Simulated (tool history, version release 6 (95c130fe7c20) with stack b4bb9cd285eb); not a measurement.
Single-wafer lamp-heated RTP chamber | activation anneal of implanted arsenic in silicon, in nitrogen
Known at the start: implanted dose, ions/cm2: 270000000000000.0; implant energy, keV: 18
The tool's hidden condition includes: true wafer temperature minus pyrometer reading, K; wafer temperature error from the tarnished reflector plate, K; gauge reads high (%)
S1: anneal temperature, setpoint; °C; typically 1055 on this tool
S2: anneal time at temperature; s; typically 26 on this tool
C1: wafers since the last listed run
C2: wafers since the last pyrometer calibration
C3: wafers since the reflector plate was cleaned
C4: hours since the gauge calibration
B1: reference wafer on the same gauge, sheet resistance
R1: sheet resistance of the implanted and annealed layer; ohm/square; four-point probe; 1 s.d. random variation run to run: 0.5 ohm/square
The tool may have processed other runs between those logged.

run 1 day=0 | S1=1055 S2=26 | C1=0 C2=5022 C3=4498 C4=49.2 | B1=309.13 | R1=329.04
-- day=4.338 pyrometer window cleaned and pyrometer calibrated
run 2 day=4.358 | S1=1055 S2=26 | C1=2134 C2=10 C3=6633 C4=153.8 | B1=309.06 | R1=332.43
-- day=6.392 reflector plate cleaned
run 3 day=12.467 | S1=1055 S2=26 | C1=4123 C2=4133 C3=3222 C4=348.4 | B1=308.95 | R1=331.05
run 4 day=16.612 | S1=1055 S2=26 | C1=2198 C2=6332 C3=5421 C4=447.9 | B1=308.99 | R1=330.24
-- day=19.65 pyrometer window cleaned and pyrometer calibrated
-- day=21.896 reflector plate cleaned
run 5 day=23.471 | S1=1055 S2=26 | C1=3283 C2=1850 C3=834 C4=612.5 | B1=308.95 | R1=331.87
run 6 day=26.812 | S1=1055 S2=26 | C1=1772 C2=3622 C3=2606 C4=692.7 | B1=309.06 | R1=330.47
run 7 day=30.2 | S1=1032 S2=26 | C1=1796 C2=5418 C3=4403 C4=774 | B1=309.15 | R1=335.32
run 8 day=33.121 | S1=1055 S2=26 | C1=1548 C2=6967 C3=5952 C4=844.1 | B1=309 | R1=330.39
-- day=34.188 pyrometer window cleaned and pyrometer calibrated
-- day=36.975 reflector plate cleaned
run 9 day=37.438 | S1=1055 S2=26 | C1=1935 C2=1546 C3=245 C4=947.7 | B1=309 | R1=331.91
run 10 day=41.683 | S1=1055 S2=26 | C1=2251 C2=3798 C3=2496 C4=1049.6 | B1=308.9 | R1=331.23
-- day=50.129 pyrometer window cleaned and pyrometer calibrated
-- day=51.754 gauge calibrated
run 11 day=53.554 | S1=1055 S2=26 | C1=6118 C2=1815 C3=8615 C4=43.2 | B1=308.91 | R1=330.01
-- day=54.071 reflector plate cleaned
run 12 day=57.033 | S1=1055 S2=38 | C1=1668 C2=3483 C3=1570 C4=126.7 | B1=308.97 | R1=325.99
run 13 day=59.188 | S1=1082 S2=19 | C1=1142 C2=4626 C3=2713 C4=178.4 | B1=309.05 | R1=328.17
run 14 day=63.121 | S1=1040 S2=40 | C1=2085 C2=6712 C3=4799 C4=272.8 | B1=308.96 | R1=328.37
-- day=64.029 pyrometer window cleaned and pyrometer calibrated
run 15 day=66.758 | S1=1055 S2=26 | C1=1752 C2=1448 C3=6551 C4=360.1 | B1=309.13 | R1=330.7
-- day=67.679 reflector plate cleaned
run 16 day=70.754 | S1=1065 S2=39 | C1=1942 C2=3390 C3=1631 C4=456 | B1=309.05 | R1=323.14
run 17 day=73.958 | S1=1063 S2=12 | C1=1699 C2=5089 C3=3330 C4=532.9 | B1=308.9 | R1=337.24
run 18 day=76.612 | S1=1067 S2=15 | C1=1407 C2=6497 C3=4738 C4=596.6 | B1=308.96 | R1=333.91

What would each run have given without the hidden state, its run-to-run variation left as it was?
run=1 R1=332.96
run=2 R1=334.27
run=3 R1=334.65
run=4 R1=334.8
run=5 R1=333.77
run=6 R1=333.54
run=7 R1=338.44
run=8 R1=334.92
run=9 R1=333.55
run=10 R1=334.39
run=11 R1=333.83
run=12 R1=329.48
run=13 R1=332.1
run=14 R1=333.01
run=15 R1=333.86
run=16 R1=326.86
run=17 R1=340.02
run=18 R1=337.64

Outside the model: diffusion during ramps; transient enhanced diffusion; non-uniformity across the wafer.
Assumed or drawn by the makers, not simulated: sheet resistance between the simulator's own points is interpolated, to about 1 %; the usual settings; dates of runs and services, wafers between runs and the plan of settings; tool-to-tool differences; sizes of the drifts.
